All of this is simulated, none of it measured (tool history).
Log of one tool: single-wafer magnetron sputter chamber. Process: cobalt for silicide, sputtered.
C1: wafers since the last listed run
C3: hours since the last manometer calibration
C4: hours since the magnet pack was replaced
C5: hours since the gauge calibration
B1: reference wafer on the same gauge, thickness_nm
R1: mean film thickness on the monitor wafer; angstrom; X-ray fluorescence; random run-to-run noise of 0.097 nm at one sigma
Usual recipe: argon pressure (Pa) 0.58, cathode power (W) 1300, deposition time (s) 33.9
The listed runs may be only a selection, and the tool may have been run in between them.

{"run": 1, "day": 0.0, "argon pressure (Pa)": 0.58, "cathode power (W)": 1300, "deposition time (s)": 33.9, "C1": 0, "wafers on the sputter target": 76, "C3": 1272.9, "C4": 10653, "C5": 1977.9, "B1": 21.478, "R1": 211.09}
{"run": 2, "day": 2.846, "argon pressure (Pa)": 0.58, "cathode power (W)": 1300, "deposition time (s)": 33.9, "C1": 1042, "wafers on the sputter target": 1118, "C3": 1341.2, "C4": 10721.3, "C5": 2046.2, "B1": 21.516, "R1": 213.42}
{"run": 3, "day": 4.117, "argon pressure (Pa)": 0.58, "cathode power (W)": 1300, "deposition time (s)": 33.9, "C1": 465, "wafers on the sputter target": 1584, "C3": 1371.7, "C4": 10751.8, "C5": 2076.7, "B1": 21.519, "R1": 211.5}
{"run": 4, "day": 6.367, "argon pressure (Pa)": 0.58, "cathode power (W)": 1300, "deposition time (s)": 33.9, "C1": 824, "wafers on the sputter target": 2408, "C3": 1425.7, "C4": 10805.8, "C5": 2130.7, "B1": 21.54, "R1": 212.57}
{"run": 5, "day": 9.133, "argon pressure (Pa)": 0.58, "cathode power (W)": 1300, "deposition time (s)": 33.9, "C1": 1013, "wafers on the sputter target": 3422, "C3": 1492.1, "C4": 10872.2, "C5": 2197.1, "B1": 21.585, "R1": 212.73}
{"run": 6, "day": 11.762, "argon pressure (Pa)": 0.58, "cathode power (W)": 1300, "deposition time (s)": 33.9, "C1": 963, "wafers on the sputter target": 4385, "C3": 1555.2, "C4": 10935.3, "C5": 2260.2, "B1": 21.599, "R1": 212.17}
{"run": 7, "day": 13.788, "argon pressure (Pa)": 0.58, "cathode power (W)": 1300, "deposition time (s)": 33.9, "C1": 741, "wafers on the sputter target": 5126, "C3": 1603.8, "C4": 10983.9, "C5": 2308.8, "B1": 21.601, "R1": 211.86}
{"run": 8, "day": 15.921, "argon pressure (Pa)": 0.58, "cathode power (W)": 1300, "deposition time (s)": 29.5, "C1": 781, "wafers on the sputter target": 5908, "C3": 1655, "C4": 11035.1, "C5": 2360, "B1": 21.656, "R1": 186.45}
{"run": 9, "day": 18.433, "argon pressure (Pa)": 0.58, "cathode power (W)": 1300, "deposition time (s)": 29.5, "C1": 920, "wafers on the sputter target": 6828, "C3": 1715.3, "C4": 11095.4, "C5": 2420.3, "B1": 21.666, "R1": 186.43}
{"run": 10, "day": 20.954, "argon pressure (Pa)": 0.58, "cathode power (W)": 1200, "deposition time (s)": 33.9, "C1": 923, "wafers on the sputter target": 7752, "C3": 1775.8, "C4": 11155.9, "C5": 2480.8, "B1": 21.688, "R1": 198.98}
{"day": 21.992, "done": "sputter target and shields replaced"}
{"day": 22.621, "done": "gauge calibrated"}
{"day": 26.962, "done": "capacitance manometer re-zeroed and calibrated"}
{"run": 11, "day": 26.983, "argon pressure (Pa)": 0.58, "cathode power (W)": 1200, "deposition time (s)": 33.9, "C1": 1964, "wafers on the sputter target": 1706, "C3": 0.5, "C4": 11300.6, "C5": 104.7, "B1": 21.058, "R1": 192.23}
{"run": 12, "day": 28.429, "argon pressure (Pa)": 0.58, "cathode power (W)": 1300, "deposition time (s)": 33.9, "C1": 529, "wafers on the sputter target": 2236, "C3": 35.2, "C4": 11335.3, "C5": 139.4, "B1": 21.058, "R1": 208.28}
{"run": 13, "day": 31.271, "argon pressure (Pa)": 0.58, "cathode power (W)": 1300, "deposition time (s)": 33.9, "C1": 1040, "wafers on the sputter target": 3277, "C3": 103.4, "C4": 11403.5, "C5": 207.6, "B1": 21.072, "R1": 209.3}
{"day": 32.108, "done": "magnet pack replaced"}
{"run": 14, "day": 33.529, "argon pressure (Pa)": 0.58, "cathode power (W)": 1300, "deposition time (s)": 33.9, "C1": 705, "wafers on the sputter target": 3982, "C3": 157.6, "C4": 34.1, "C5": 261.8, "B1": 21.082, "R1": 208.33}
{"run": 15, "day": 34.612, "argon pressure (Pa)": 0.58, "cathode power (W)": 1300, "deposition time (s)": 33.9, "C1": 396, "wafers on the sputter target": 4379, "C3": 183.6, "C4": 60.1, "C5": 287.8, "B1": 21.066, "R1": 208.18}
{"run": 16, "day": 38.729, "argon pressure (Pa)": 0.58, "cathode power (W)": 1300, "deposition time (s)": 33.9, "C1": 1507, "wafers on the sputter target": 5887, "C3": 282.4, "C4": 158.9, "C5": 386.6, "B1": 21.056, "R1": 209.4}
{"run": 17, "day": 40.254, "argon pressure (Pa)": 0.769, "cathode power (W)": 1600, "deposition time (s)": 36.6, "C1": 558, "wafers on the sputter target": 6445, "C3": 319, "C4": 195.5, "C5": 423.2, "B1": 21.088, "R1": 259.93}
{"run": 18, "day": 43.162, "argon pressure (Pa)": 0.787, "cathode power (W)": 1200, "deposition time (s)": 33.9, "C1": 1065, "wafers on the sputter target": 7511, "C3": 388.8, "C4": 265.3, "C5": 493, "B1": 21.076, "R1": 182.03}
{"day": 44.404, "done": "sputter target and shields replaced"}
{"run": 19, "day": 44.425, "argon pressure (Pa)": 0.58, "cathode power (W)": 1150, "deposition time (s)": 37.7, "C1": 340, "wafers on the sputter target": 7, "C3": 419.1, "C4": 295.6, "C5": 523.3, "B1": 21.089, "R1": 207.65}
{"run": 20, "day": 46.254, "argon pressure (Pa)": 0.58, "cathode power (W)": 1200, "deposition time (s)": 39.5, "C1": 670, "wafers on the sputter target": 677, "C3": 463, "C4": 339.5, "C5": 567.2, "B1": 21.11, "R1": 225.44}
{"run": 21, "day": 48.446, "argon pressure (Pa)": 0.762, "cathode power (W)": 1000, "deposition time (s)": 29, "C1": 802, "wafers on the sputter target": 1480, "C3": 515.6, "C4": 392.1, "C5": 619.8, "B1": 21.083, "R1": 132.27}
{"run": 22, "day": 49.842, "argon pressure (Pa)": 0.496, "cathode power (W)": 1400, "deposition time (s)": 30.3, "C1": 511, "wafers on the sputter target": 1991, "C3": 549.1, "C4": 425.6, "C5": 653.3, "B1": 21.113, "R1": 205.2}
{"run": 23, "day": 51.617, "argon pressure (Pa)": 0.399, "cathode power (W)": 1100, "deposition time (s)": 33.9, "C1": 650, "wafers on the sputter target": 2641, "C3": 591.7, "C4": 468.2, "C5": 695.9, "B1": 21.096, "R1": 187.9}
{"run": 24, "day": 54.488, "argon pressure (Pa)": 0.58, "cathode power (W)": 1550, "deposition time (s)": 40.7, "C1": 1051, "wafers on the sputter target": 3693, "C3": 660.6, "C4": 537.1, "C5": 764.8, "B1": 21.121, "R1": 295.45}
{"run": 25, "day": 55.738, "argon pressure (Pa)": 0.58, "cathode power (W)": 1500, "deposition time (s)": 28.8, "C1": 457, "wafers on the sputter target": 4151, "C3": 690.6, "C4": 567.1, "C5": 794.8, "B1": 21.114, "R1": 202.51}
{"run": 26, "day": 58.546, "argon pressure (Pa)": 0.396, "cathode power (W)": 1550, "deposition time (s)": 38.5, "C1": 1028, "wafers on the sputter target": 5180, "C3": 758, "C4": 634.5, "C5": 862.2, "B1": 21.122, "R1": 292.7}
{"run": 27, "day": 59.933, "argon pressure (Pa)": 0.444, "cathode power (W)": 1200, "deposition time (s)": 28.4, "C1": 508, "wafers on the sputter target": 5688, "C3": 791.3, "C4": 667.8, "C5": 895.5, "B1": 21.139, "R1": 167.72}
{"run": 28, "day": 61.842, "argon pressure (Pa)": 0.58, "cathode power (W)": 1300, "deposition time (s)": 33.9, "C1": 699, "wafers on the sputter target": 6387, "C3": 837.1, "C4": 713.6, "C5": 941.3, "B1": 21.14, "R1": 209.13}
{"run": 29, "day": 63.442, "argon pressure (Pa)": 0.58, "cathode power (W)": 1300, "deposition time (s)": 29.5, "C1": 586, "wafers on the sputter target": 6973, "C3": 875.5, "C4": 752, "C5": 979.7, "B1": 21.163, "R1": 181.54}
{"run": 30, "day": 64.788, "argon pressure (Pa)": 0.58, "cathode power (W)": 1300, "deposition time (s)": 33.9, "C1": 492, "wafers on the sputter target": 7466, "C3": 907.8, "C4": 784.3, "C5": 1012, "B1": 21.132, "R1": 210.31}
{"run": 31, "day": 67.371, "argon pressure (Pa)": 0.352, "cathode power (W)": 1050, "deposition time (s)": 29.4, "C1": 946, "wafers on the sputter target": 8412, "C3": 969.8, "C4": 846.3, "C5": 1074, "B1": 21.16, "R1": 157.55}
{"day": 68.388, "done": "sputter target and shields replaced"}
{"run": 32, "day": 68.771, "argon pressure (Pa)": 0.58, "cathode power (W)": 1300, "deposition time (s)": 33.9, "C1": 390, "wafers on the sputter target": 140, "C3": 1003.4, "C4": 879.9, "C5": 1107.6, "B1": 21.182, "R1": 208.76}
{"run": 33, "day": 70.896, "argon pressure (Pa)": 0.763, "cathode power (W)": 1100, "deposition time (s)": 30.8, "C1": 778, "wafers on the sputter target": 918, "C3": 1054.4, "C4": 930.9, "C5": 1158.6, "B1": 21.205, "R1": 154.6}
{"run": 34, "day": 71.954, "argon pressure (Pa)": 0.58, "cathode power (W)": 1300, "deposition time (s)": 33.9, "C1": 387, "wafers on the sputter target": 1306, "C3": 1079.8, "C4": 956.3, "C5": 1184, "B1": 21.206, "R1": 209.71}
{"run": 35, "day": 74.767, "argon pressure (Pa)": 0.58, "cathode power (W)": 1300, "deposition time (s)": 29.5, "C1": 1030, "wafers on the sputter target": 2336, "C3": 1147.3, "C4": 1023.8, "C5": 1251.5, "B1": 21.216, "R1": 181.9}

Selected run-to-run steps in R1, each split into two signed amounts: the part the tool would show with no hidden state at all (from settings, incoming material and random variation), and the remainder, which goes to the hidden state together with any gauge scatter not common to the measured and the hidden-state-free results:
Hidden state at play: deposition rate above that of a new target (%); true argon pressure above the setpoint (%); gauge reads high (%).
Run 7 -> 8: deposition time (s) 33.9 -> 29.5. R1 -25.41 angstrom: hidden state -0.42, all else -24.99.
Run 9 -> 10: cathode power (W) 1300 -> 1200, deposition time (s) 29.5 -> 33.9. R1 +12.55 angstrom: hidden state +0.59, all else +11.96.
Run 10 -> 11: sputter target and shields replaced, gauge calibrated, capacitance manometer re-zeroed and calibrated. R1 -6.75 angstrom: hidden state -5.92, all else -0.83.
Run 20 -> 21: argon pressure (Pa) 0.58 -> 0.762, cathode power (W) 1200 -> 1000, deposition time (s) 39.5 -> 29. R1 -93.17 angstrom: hidden state +0.08, all else -93.25.
Run 23 -> 24: argon pressure (Pa) 0.399 -> 0.58, cathode power (W) 1100 -> 1550, deposition time (s) 33.9 -> 40.7. R1 +107.55 angstrom: hidden state +0.16, all else +107.39.
Run 26 -> 27: argon pressure (Pa) 0.396 -> 0.444, cathode power (W) 1550 -> 1200, deposition time (s) 38.5 -> 28.4. R1 -124.98 angstrom: hidden state -0.14, all else -124.84.

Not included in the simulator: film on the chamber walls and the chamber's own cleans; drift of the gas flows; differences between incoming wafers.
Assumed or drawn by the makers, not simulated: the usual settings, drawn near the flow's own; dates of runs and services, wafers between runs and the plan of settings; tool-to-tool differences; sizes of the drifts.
